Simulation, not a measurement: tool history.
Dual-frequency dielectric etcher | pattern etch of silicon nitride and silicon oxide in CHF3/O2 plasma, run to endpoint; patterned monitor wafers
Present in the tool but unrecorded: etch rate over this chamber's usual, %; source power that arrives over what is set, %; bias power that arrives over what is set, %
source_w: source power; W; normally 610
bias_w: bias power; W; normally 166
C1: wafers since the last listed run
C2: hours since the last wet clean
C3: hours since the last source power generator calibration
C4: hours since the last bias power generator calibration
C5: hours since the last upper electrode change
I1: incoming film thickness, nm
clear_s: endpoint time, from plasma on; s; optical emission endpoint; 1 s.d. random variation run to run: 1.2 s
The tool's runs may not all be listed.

run 1 day=0.000 | source_w=710 bias_w=166 | C1=0 C2=400.0 C3=3709.2 C4=1603.5 C5=2001.0 | I1=202.3 | clear_s=151.5
run 2 day=0.425 | source_w=710 bias_w=166 | C1=60 C2=410.2 C3=3719.4 C4=1613.7 C5=2011.2 | I1=200.7 | clear_s=151.7
run 3 day=0.712 | source_w=610 bias_w=135 | C1=40 C2=417.1 C3=3726.3 C4=1620.6 C5=2018.1 | I1=201.8 | clear_s=177.3
run 4 day=1.329 | source_w=610 bias_w=166 | C1=87 C2=431.9 C3=3741.1 C4=1635.4 C5=2032.9 | I1=202.3 | clear_s=159.0
run 5 day=1.675 | source_w=610 bias_w=166 | C1=48 C2=440.2 C3=3749.4 C4=1643.7 C5=2041.2 | I1=201.1 | clear_s=160.0
run 6 day=2.100 | source_w=510 bias_w=157 | C1=60 C2=450.4 C3=3759.6 C4=1653.9 C5=2051.4 | I1=201.4 | clear_s=174.6
run 7 day=2.562 | source_w=510 bias_w=157 | C1=65 C2=461.5 C3=3770.7 C4=1665.0 C5=2062.5 | I1=200.8 | clear_s=174.6
run 8 day=3.567 | source_w=610 bias_w=166 | C1=142 C2=485.6 C3=3794.8 C4=1689.1 C5=2086.6 | I1=200.1 | clear_s=160.4
run 9 day=3.925 | source_w=610 bias_w=166 | C1=50 C2=494.2 C3=3803.4 C4=1697.7 C5=2095.2 | I1=200.2 | clear_s=161.1
-- day=5.225 upper electrode replaced
-- day=5.942 wet clean of the chamber
run 10 day=5.962 | source_w=610 bias_w=166 | C1=45 C2=0.5 C3=3852.3 C4=1746.6 C5=17.7 | I1=201.1 | clear_s=154.9
run 11 day=5.975 | source_w=530 bias_w=166 | C1=1 C2=0.8 C3=3852.6 C4=1746.9 C5=18.0 | I1=202.6 | clear_s=160.0
run 12 day=5.992 | source_w=530 bias_w=166 | C1=2 C2=1.2 C3=3853.0 C4=1747.3 C5=18.4 | I1=202.2 | clear_s=160.4
run 13 day=6.008 | source_w=530 bias_w=166 | C1=2 C2=1.6 C3=3853.4 C4=1747.7 C5=18.8 | I1=199.3 | clear_s=157.8
run 14 day=6.071 | source_w=610 bias_w=166 | C1=8 C2=3.1 C3=3854.9 C4=1749.2 C5=20.3 | I1=201.4 | clear_s=152.9
run 15 day=6.546 | source_w=610 bias_w=166 | C1=67 C2=14.5 C3=3866.3 C4=1760.6 C5=31.7 | I1=200.4 | clear_s=151.3
-- day=6.879 source power generator calibrated
run 16 day=7.246 | source_w=670 bias_w=166 | C1=75 C2=31.3 C3=8.8 C4=1777.4 C5=48.5 | I1=203.2 | clear_s=149.6
-- day=7.462 bias power generator calibrated
run 17 day=7.521 | source_w=540 bias_w=198 | C1=15 C2=37.9 C3=15.4 C4=1.4 C5=55.1 | I1=203.6 | clear_s=148.1
run 18 day=8.238 | source_w=610 bias_w=166 | C1=101 C2=55.1 C3=32.6 C4=18.6 C5=72.3 | I1=201.1 | clear_s=153.8
run 19 day=8.533 | source_w=480 bias_w=166 | C1=41 C2=62.2 C3=39.7 C4=25.7 C5=79.4 | I1=200.1 | clear_s=161.7
run 20 day=8.804 | source_w=610 bias_w=155 | C1=38 C2=68.7 C3=46.2 C4=32.2 C5=85.9 | I1=204.4 | clear_s=162.1
run 21 day=9.338 | source_w=650 bias_w=179 | C1=75 C2=81.5 C3=59.0 C4=45.0 C5=98.7 | I1=201.1 | clear_s=146.7

Run 22, settings as shown, results not yet in. Your forecast:
run 22 day=10.012 | source_w=610 bias_w=166 | C1=95 C2=97.7 C3=75.2 C4=61.2 C5=114.9 | I1=202.8 | clear_s=?

clear_s: 157.3 s
Were there no unlogged condition in the tool, this run, its random variation unchanged, would have produced clear_s 156.9 s.
